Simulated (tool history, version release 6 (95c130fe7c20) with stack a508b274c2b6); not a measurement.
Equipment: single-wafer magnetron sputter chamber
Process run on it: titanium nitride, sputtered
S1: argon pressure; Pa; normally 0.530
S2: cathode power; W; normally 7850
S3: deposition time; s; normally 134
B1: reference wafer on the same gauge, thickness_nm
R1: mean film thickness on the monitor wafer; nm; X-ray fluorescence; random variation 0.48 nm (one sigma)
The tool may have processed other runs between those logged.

run    hour     S1    S2   S3       B1       R1
  1     0.0  0.530  7850  134  200.948  185.489
  2    61.8  0.530  7850  134  201.018  183.730
  3    88.4  0.530  7850  152  200.970  208.269
  4   149.0  0.530  7850  152  200.952  207.966
  5   201.4  0.530  7850  152  201.037  207.985
  6   327.3  0.530  7850  134  201.029  181.845
  7   367.5  0.530  7850  134  200.969  180.949
  8   430.5  0.530  7850  134  200.991  180.499
  9   459.7  0.530  9300  134  200.886  213.655
 10   506.6  0.530  9300  134  201.115  212.848
 11   542.9  0.530  7850  134  201.114  186.302
 12   587.6  0.530  8750  134  200.902  206.923
 13   687.7  0.530  7050  154  200.875  189.826
 14   719.7  0.673  9200  160  200.930  247.883
 15   781.2  0.530  8350  134  200.945  195.059
 16   816.0  0.371  6250  159  200.968  179.959
 17   869.1  0.530  9600  156  200.963  258.281
 18   934.1  0.530  7850  111  200.814  150.989
 19  1000.4  0.326  6850  116  201.129  147.740
 20  1029.9  0.382  6250  134  201.002  153.840
 21  1078.5  0.401  6800  147  201.081  181.468
 22  1152.6  0.530  7850  134  201.006  184.517
 23  1211.0  0.530  7350  123  201.043  157.772
 24  1238.4  0.530  7850  134  201.081  184.487
 25  1270.9  0.662  7850  116  201.010  153.880
 26  1333.1  0.530  9600  156  200.867  259.146
 27  1369.4  0.730  9800  122  201.017  196.325
 28  1412.8  0.530  8750  134  201.072  202.922
 29  1440.6  0.530  7850  134  201.054  181.537
 30  1466.7  0.320  9350  142  200.977  239.486
 31  1533.6  0.712  9600  142  200.893  223.799
 32  1579.1  0.530  7850  134  200.964  184.323
 33  1614.5  0.622  7850  134  200.810  181.518
 34  1677.5  0.686  9200  149  200.996  231.033

Removed from this log: 6 entries logged between the listed runs. Between which two listed runs does each belong, and how does the tool's hidden state at the listed run before it compare with that at the listed run after it?
After run 5, before run 6: capacitance manometer re-zeroed and calibrated (hour 322.7)
  deposition rate above that of a new target (%): -1.75 -> -2.52
  measured value less the no-hidden-state value, R1: -3.714 -> -4.697 nm
After run 10, before run 11: sputter target and shields replaced (hour 533.4)
  deposition rate above that of a new target (%): -3.61 -> -0.216
  measured value less the no-hidden-state value, R1: -7.961 -> -0.403 nm
After run 18, before run 19: gauge calibrated (hour 986.8); sputter target and shields replaced (hour 994.9)
  deposition rate above that of a new target (%): -2.59 -> -0.0485
  measured value less the no-hidden-state value, R1: -4.013 -> -0.072 nm
After run 21, before run 22: magnet pack replaced (hour 1152.1)
  deposition rate above that of a new target (%): -0.522 -> -0.972
  measured value less the no-hidden-state value, R1: -0.953 -> -1.810 nm
After run 31, before run 32: sputter target and shields replaced (hour 1556.7)
  deposition rate above that of a new target (%): -3.28 -> -0.683
  measured value less the no-hidden-state value, R1: -7.595 -> -1.267 nm
